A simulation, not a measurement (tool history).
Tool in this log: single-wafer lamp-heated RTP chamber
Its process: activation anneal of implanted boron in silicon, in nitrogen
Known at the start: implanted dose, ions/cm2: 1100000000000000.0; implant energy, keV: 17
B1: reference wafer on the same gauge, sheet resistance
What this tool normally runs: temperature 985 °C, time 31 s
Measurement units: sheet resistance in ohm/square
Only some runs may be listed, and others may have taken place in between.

Run 1, day 0: usual settings; B1 121.03. Result: sheet resistance 116.57 ohm/square.
Run 2, day 0.6: usual settings; B1 121.11. Result: sheet resistance 116.84 ohm/square.
At day 1.846: pyrometer window cleaned and pyrometer calibrated.
Run 3, day 1.867: usual settings; B1 121.1. Result: sheet resistance 116.73 ohm/square.
Run 4, day 2.038: usual settings; B1 121.05. Result: sheet resistance 116.36 ohm/square.
Run 5, day 2.921: usual settings but temperature 1006 °C; B1 120.95. Result: sheet resistance 109.44 ohm/square.
Run 6, day 3.438: usual settings; B1 120.94. Result: sheet resistance 116.71 ohm/square.
Run 7, day 4.738: usual settings; B1 121.06. Result: sheet resistance 115.75 ohm/square.
Run 8, day 6.121: usual settings but temperature 966 °C, time 20 s; B1 121.16. Result: sheet resistance 134.55 ohm/square.
At day 6.579: reflector plate cleaned.
Run 9, day 7.238: usual settings but temperature 965 °C, time 43 s; B1 120.95. Result: sheet resistance 127.31 ohm/square.
At day 7.633: gauge calibrated.
Run 10, day 8.012: usual settings but time 25 s; B1 121.07. Result: sheet resistance 117.9 ohm/square.
Run 11, day 8.783: usual settings but temperature 1006 °C; B1 120.84. Result: sheet resistance 110.27 ohm/square.
Run 12, day 9.6: usual settings but temperature 993 °C, time 13 s; B1 121.01. Result: sheet resistance 117.18 ohm/square.

Estimate the outcome of run 13 from the log above:
At day 10.217: pyrometer window cleaned and pyrometer calibrated.
Run 13, day 10.558: usual settings but temperature 1006 °C; B1 ?. Result: sheet resistance ?.

B1: 120.83
sheet resistance: 109.56 ohm/square
Had the tool carried no hidden state, the very same run would have given sheet resistance 109.56 ohm/square.
